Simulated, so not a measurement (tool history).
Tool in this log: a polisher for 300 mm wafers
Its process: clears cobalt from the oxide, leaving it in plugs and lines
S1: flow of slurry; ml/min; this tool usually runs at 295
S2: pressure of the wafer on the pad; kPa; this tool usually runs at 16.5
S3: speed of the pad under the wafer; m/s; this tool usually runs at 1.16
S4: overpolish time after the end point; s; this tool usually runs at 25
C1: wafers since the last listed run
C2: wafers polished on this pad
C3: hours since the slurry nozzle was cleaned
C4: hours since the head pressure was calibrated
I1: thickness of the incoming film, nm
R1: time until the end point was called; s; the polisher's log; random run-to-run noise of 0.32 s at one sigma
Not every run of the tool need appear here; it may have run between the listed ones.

{"run": 1, "hour": 0.0, "S1": 295, "S2": 16.5, "S3": 1.16, "S4": 25, "C1": 0, "C2": 52, "C3": 266, "C4": 306.9, "I1": 171.1, "R1": 27.5}
{"run": 2, "hour": 12.4, "S1": 295, "S2": 16.5, "S3": 1.16, "S4": 25, "C1": 105, "C2": 158, "C3": 278.4, "C4": 319.3, "I1": 168.4, "R1": 27.3}
{"run": 3, "hour": 18.8, "S1": 295, "S2": 16.5, "S3": 1.16, "S4": 25, "C1": 54, "C2": 213, "C3": 284.8, "C4": 325.7, "I1": 171.5, "R1": 27.2}
{"run": 4, "hour": 43.9, "S1": 295, "S2": 16.5, "S3": 1.16, "S4": 25, "C1": 214, "C2": 427, "C3": 309.9, "C4": 350.8, "I1": 170.9, "R1": 28.3}
{"run": 5, "hour": 50.5, "S1": 295, "S2": 16.5, "S3": 1.16, "S4": 35, "C1": 56, "C2": 483, "C3": 316.5, "C4": 357.4, "I1": 168.7, "R1": 28.4}
{"hour": 55.6, "done": "worn pad replaced by a new one"}
{"run": 6, "hour": 66.3, "S1": 295, "S2": 16.5, "S3": 1.16, "S4": 35, "C1": 100, "C2": 91, "C3": 332.3, "C4": 373.2, "I1": 168.6, "R1": 27.2}
{"run": 7, "hour": 78.1, "S1": 295, "S2": 16.5, "S3": 0.92, "S4": 25, "C1": 100, "C2": 191, "C3": 344.1, "C4": 385, "I1": 171, "R1": 34.6}
{"run": 8, "hour": 95.3, "S1": 295, "S2": 16.5, "S3": 0.92, "S4": 25, "C1": 146, "C2": 338, "C3": 361.3, "C4": 402.2, "I1": 168.6, "R1": 34.6}
{"run": 9, "hour": 103.6, "S1": 295, "S2": 16.5, "S3": 0.92, "S4": 25, "C1": 70, "C2": 409, "C3": 369.6, "C4": 410.5, "I1": 168.2, "R1": 35.1}
{"run": 10, "hour": 113.8, "S1": 295, "S2": 16.5, "S3": 1.16, "S4": 25, "C1": 87, "C2": 496, "C3": 379.8, "C4": 420.7, "I1": 171.3, "R1": 28.7}
{"hour": 121.5, "done": "worn pad replaced by a new one"}
{"run": 11, "hour": 128.4, "S1": 295, "S2": 16.5, "S3": 1.16, "S4": 25, "C1": 90, "C2": 58, "C3": 394.4, "C4": 435.3, "I1": 171.7, "R1": 27}
{"run": 12, "hour": 145.3, "S1": 200, "S2": 13.1, "S3": 0.94, "S4": 25, "C1": 144, "C2": 203, "C3": 411.3, "C4": 452.2, "I1": 167.1, "R1": 40.2}
{"run": 13, "hour": 155.2, "S1": 240, "S2": 11.7, "S3": 1.28, "S4": 19, "C1": 84, "C2": 287, "C3": 421.2, "C4": 462.1, "I1": 171.8, "R1": 32.8}
{"hour": 157.7, "done": "slurry nozzle cleaned"}
{"run": 14, "hour": 169.0, "S1": 295, "S2": 14.5, "S3": 1.16, "S4": 40, "C1": 109, "C2": 396, "C3": 11.3, "C4": 475.9, "I1": 169, "R1": 30.5}
{"hour": 173.2, "done": "head pressure recalibrated"}
{"run": 15, "hour": 180.0, "S1": 255, "S2": 16.5, "S3": 1.16, "S4": 30, "C1": 76, "C2": 473, "C3": 22.3, "C4": 6.8, "I1": 169.8, "R1": 30.5}
{"run": 16, "hour": 187.9, "S1": 255, "S2": 16.5, "S3": 1.16, "S4": 25, "C1": 67, "C2": 541, "C3": 30.2, "C4": 14.7, "I1": 167.7, "R1": 30.5}
{"hour": 201.3, "done": "worn pad replaced by a new one"}
{"run": 17, "hour": 204.9, "S1": 395, "S2": 11, "S3": 0.96, "S4": 40, "C1": 110, "C2": 30, "C3": 47.2, "C4": 31.7, "I1": 169.9, "R1": 47.3}
{"run": 18, "hour": 217.3, "S1": 295, "S2": 16.5, "S3": 1.16, "S4": 21, "C1": 105, "C2": 136, "C3": 59.6, "C4": 44.1, "I1": 167.4, "R1": 28}
{"run": 19, "hour": 230.0, "S1": 295, "S2": 16.5, "S3": 1.44, "S4": 37, "C1": 108, "C2": 245, "C3": 72.3, "C4": 56.8, "I1": 166.4, "R1": 22.4}
{"run": 20, "hour": 247.5, "S1": 295, "S2": 16.5, "S3": 1.16, "S4": 25, "C1": 149, "C2": 394, "C3": 89.8, "C4": 74.3, "I1": 172.7, "R1": 29}
{"run": 21, "hour": 257.8, "S1": 295, "S2": 16.5, "S3": 1.16, "S4": 25, "C1": 87, "C2": 482, "C3": 100.1, "C4": 84.6, "I1": 171.3, "R1": 29.8}
{"hour": 269.6, "done": "worn pad replaced by a new one"}
{"run": 22, "hour": 271.8, "S1": 295, "S2": 14.5, "S3": 1.16, "S4": 25, "C1": 85, "C2": 18, "C3": 114.1, "C4": 98.6, "I1": 167, "R1": 31.5}
{"run": 23, "hour": 289.5, "S1": 295, "S2": 16.5, "S3": 1.16, "S4": 25, "C1": 151, "C2": 169, "C3": 131.8, "C4": 116.3, "I1": 167.6, "R1": 27.8}

5 ways to go on from here, each from the tool as it stands after run 23. What would each give?
{"run": "A", "hour": 289.9, "S1": 295, "S2": 16.5, "S3": 1.16, "S4": 25, "C1": 3, "C2": 172, "C3": 132.2, "C4": 116.7, "I1": 168, "R1": "?"}
{"run": "B", "hour": 289.9, "S1": 370, "S2": 16.5, "S3": 1.16, "S4": 25, "C1": 3, "C2": 172, "C3": 132.2, "C4": 116.7, "I1": 168, "R1": "?"}
{"run": "C", "hour": 289.9, "S1": 225, "S2": 20, "S3": 0.9, "S4": 25, "C1": 3, "C2": 172, "C3": 132.2, "C4": 116.7, "I1": 168, "R1": "?"}
{"run": "D", "hour": 289.9, "S1": 355, "S2": 11.7, "S3": 1.16, "S4": 35, "C1": 3, "C2": 172, "C3": 132.2, "C4": 116.7, "I1": 168, "R1": "?"}
{"run": "E", "hour": 289.9, "S1": 295, "S2": 12.4, "S3": 1.42, "S4": 25, "C1": 3, "C2": 172, "C3": 132.2, "C4": 116.7, "I1": 168, "R1": "?"}

run=A R1=28
run=B R1=27.5
run=C R1=31.2
run=D R1=36.8
run=E R1=29
Stripped of hidden state, with their random variation kept, the same runs would have yielded:
run=A R1=28.3
run=B R1=27.9
run=C R1=31.6
run=D R1=37.3
run=E R1=29.4
